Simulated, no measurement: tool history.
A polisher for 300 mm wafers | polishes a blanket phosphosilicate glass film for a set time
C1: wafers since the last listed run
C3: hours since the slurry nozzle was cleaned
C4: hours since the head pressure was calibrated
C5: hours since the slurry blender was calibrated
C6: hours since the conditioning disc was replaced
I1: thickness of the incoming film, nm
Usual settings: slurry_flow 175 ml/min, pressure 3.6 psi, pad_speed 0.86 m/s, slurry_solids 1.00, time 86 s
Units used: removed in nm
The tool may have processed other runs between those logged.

run 1 hour=0.0 | slurry_flow=175 pressure=3.6 pad_speed=0.86 slurry_solids=1.00 time=86 | C1=0 wafers_polished_on_this_pad=2064 C3=278.3 C4=576.5 C5=305.7 C6=109.2 | I1=3123.7 | removed=689.1
-- hour=11.6 worn pad replaced by a new one
run 2 hour=19.3 | slurry_flow=130 pressure=2.8 pad_speed=0.58 slurry_solids=1.00 time=111 | C1=130 wafers_polished_on_this_pad=65 C3=297.6 C4=595.8 C5=325.0 C6=128.5 | I1=3040.1 | removed=558.1
-- hour=26.4 slurry blender recalibrated
run 3 hour=34.9 | slurry_flow=175 pressure=3.6 pad_speed=0.86 slurry_solids=1.00 time=72 | C1=115 wafers_polished_on_this_pad=181 C3=313.2 C4=611.4 C5=8.5 C6=144.1 | I1=3064.4 | removed=572.5
-- hour=61.2 head pressure recalibrated
run 4 hour=68.4 | slurry_flow=175 pressure=3.6 pad_speed=0.78 slurry_solids=1.00 time=86 | C1=268 wafers_polished_on_this_pad=449 C3=346.7 C4=7.2 C5=42.0 C6=177.6 | I1=3113.2 | removed=639.2
run 5 hour=83.2 | slurry_flow=175 pressure=3.6 pad_speed=0.86 slurry_solids=1.20 time=110 | C1=126 wafers_polished_on_this_pad=576 C3=361.5 C4=22.0 C5=56.8 C6=192.4 | I1=3111.2 | removed=884.8
run 6 hour=105.4 | slurry_flow=195 pressure=3.6 pad_speed=0.86 slurry_solids=1.00 time=86 | C1=189 wafers_polished_on_this_pad=765 C3=383.7 C4=44.2 C5=79.0 C6=214.6 | I1=3067.8 | removed=681.7
-- hour=110.2 conditioning disc replaced and pad reconditioned
run 7 hour=129.4 | slurry_flow=175 pressure=3.6 pad_speed=0.68 slurry_solids=1.00 time=86 | C1=187 wafers_polished_on_this_pad=952 C3=407.7 C4=68.2 C5=103.0 C6=19.2 | I1=3080.8 | removed=636.5
run 8 hour=145.7 | slurry_flow=175 pressure=3.6 pad_speed=1.06 slurry_solids=1.00 time=86 | C1=138 wafers_polished_on_this_pad=1091 C3=424.0 C4=84.5 C5=119.3 C6=35.5 | I1=3092.6 | removed=785.2
run 9 hour=171.3 | slurry_flow=175 pressure=3.6 pad_speed=0.86 slurry_solids=1.00 time=86 | C1=218 wafers_polished_on_this_pad=1310 C3=449.6 C4=110.1 C5=144.9 C6=61.1 | I1=3058.2 | removed=692.2
-- hour=180.6 slurry nozzle cleaned
run 10 hour=191.2 | slurry_flow=150 pressure=3.6 pad_speed=1.16 slurry_solids=1.00 time=77 | C1=161 wafers_polished_on_this_pad=1471 C3=10.6 C4=130.0 C5=164.8 C6=81.0 | I1=3091.6 | removed=713.5
run 11 hour=222.1 | slurry_flow=230 pressure=3.6 pad_speed=0.70 slurry_solids=1.15 time=86 | C1=263 wafers_polished_on_this_pad=1734 C3=41.5 C4=160.9 C5=195.7 C6=111.9 | I1=3102.0 | removed=651.3
run 12 hour=250.3 | slurry_flow=175 pressure=3.6 pad_speed=0.86 slurry_solids=1.00 time=86 | C1=240 wafers_polished_on_this_pad=1975 C3=69.7 C4=189.1 C5=223.9 C6=140.1 | I1=3135.5 | removed=662.4
-- hour=262.4 worn pad replaced by a new one
run 13 hour=262.9 | slurry_flow=175 pressure=3.6 pad_speed=0.86 slurry_solids=1.00 time=86 | C1=73 wafers_polished_on_this_pad=4 C3=82.3 C4=201.7 C5=236.5 C6=152.7 | I1=3124.7 | removed=658.6
run 14 hour=291.7 | slurry_flow=125 pressure=3.6 pad_speed=0.86 slurry_solids=1.00 time=86 | C1=245 wafers_polished_on_this_pad=249 C3=111.1 C4=230.5 C5=265.3 C6=181.5 | I1=3125.8 | removed=625.4
run 15 hour=307.0 | slurry_flow=220 pressure=3.1 pad_speed=1.12 slurry_solids=1.00 time=113 | C1=130 wafers_polished_on_this_pad=380 C3=126.4 C4=245.8 C5=280.6 C6=196.8 | I1=3089.1 | removed=889.2
-- hour=341.1 conditioning disc replaced and pad reconditioned
-- hour=392.1 slurry blender recalibrated
run 16 hour=409.5 | slurry_flow=175 pressure=3.6 pad_speed=0.86 slurry_solids=1.00 time=86 | C1=839 wafers_polished_on_this_pad=1220 C3=228.9 C4=348.3 C5=17.4 C6=68.4 | I1=3103.6 | removed=705.4
run 17 hour=434.2 | slurry_flow=175 pressure=3.6 pad_speed=0.86 slurry_solids=1.00 time=86 | C1=210 wafers_polished_on_this_pad=1430 C3=253.6 C4=373.0 C5=42.1 C6=93.1 | I1=3103.1 | removed=687.2
run 18 hour=454.4 | slurry_flow=175 pressure=3.6 pad_speed=0.86 slurry_solids=1.00 time=86 | C1=172 wafers_polished_on_this_pad=1602 C3=273.8 C4=393.2 C5=62.3 C6=113.3 | I1=3065.2 | removed=686.2
-- hour=505.2 worn pad replaced by a new one
run 19 hour=545.2 | slurry_flow=175 pressure=4.5 pad_speed=0.86 slurry_solids=1.00 time=65 | C1=739 wafers_polished_on_this_pad=340 C3=364.6 C4=484.0 C5=153.1 C6=204.1 | I1=3079.8 | removed=607.8
-- hour=565.0 slurry nozzle cleaned
run 20 hour=576.8 | slurry_flow=175 pressure=3.6 pad_speed=0.94 slurry_solids=1.00 time=115 | C1=260 wafers_polished_on_this_pad=601 C3=11.8 C4=515.6 C5=184.7 C6=235.7 | I1=3072.1 | removed=932.1
-- hour=579.7 conditioning disc replaced and pad reconditioned
run 21 hour=591.5 | slurry_flow=175 pressure=3.3 pad_speed=1.06 slurry_solids=1.00 time=86 | C1=108 wafers_polished_on_this_pad=710 C3=26.5 C4=530.3 C5=199.4 C6=11.8 | I1=3122.0 | removed=785.6
run 22 hour=609.1 | slurry_flow=130 pressure=2.8 pad_speed=0.58 slurry_solids=1.00 time=111 | C1=150 wafers_polished_on_this_pad=860 C3=44.1 C4=547.9 C5=217.0 C6=29.4 | I1=3026.8 | removed=591.4
run 23 hour=632.0 | slurry_flow=175 pressure=3.6 pad_speed=0.78 slurry_solids=1.30 time=104 | C1=195 wafers_polished_on_this_pad=1055 C3=67.0 C4=570.8 C5=239.9 C6=52.3 | I1=3097.6 | removed=891.0
run 24 hour=650.4 | slurry_flow=205 pressure=3.6 pad_speed=0.86 slurry_solids=1.00 time=86 | C1=156 wafers_polished_on_this_pad=1212 C3=85.4 C4=589.2 C5=258.3 C6=70.7 | I1=3108.8 | removed=687.1

Below, some changes in removed between adjacent runs. For each, the amount present without the hidden state too (settings, incoming material, random variation) and the amount remaining for the hidden state with gauge scatter not shared by both compared results:
The hidden state here: removal rate lost through wear of the pad, %; slurry flow missing at the pad, %; deviation of the head's pressure from its setpoint, %; abrasive missing from the slurry, %; time polished since the conditioner stopped cutting, s.
Run 15 -> 16: slurry_flow 220 -> 175, pressure 3.1 -> 3.6, pad_speed 1.12 -> 0.86, time 113 -> 86, conditioning disc replaced and pad reconditioned, slurry blender recalibrated. removed -183.8 nm: hidden state +94.2, all else -278.0.
Run 19 -> 20: pressure 4.5 -> 3.6, pad_speed 0.86 -> 0.94, time 65 -> 115, slurry nozzle cleaned. removed +324.3 nm: hidden state -46.4, all else +370.7.
Run 20 -> 21: pressure 3.6 -> 3.3, pad_speed 0.94 -> 1.06, time 115 -> 86, conditioning disc replaced and pad reconditioned. removed -146.5 nm: hidden state +139.2, all else -285.7.
Run 22 -> 23: slurry_flow 130 -> 175, pressure 2.8 -> 3.6, pad_speed 0.58 -> 0.78, slurry_solids 1.00 -> 1.30, time 111 -> 104. removed +299.6 nm: hidden state -57.4, all else +357.0.
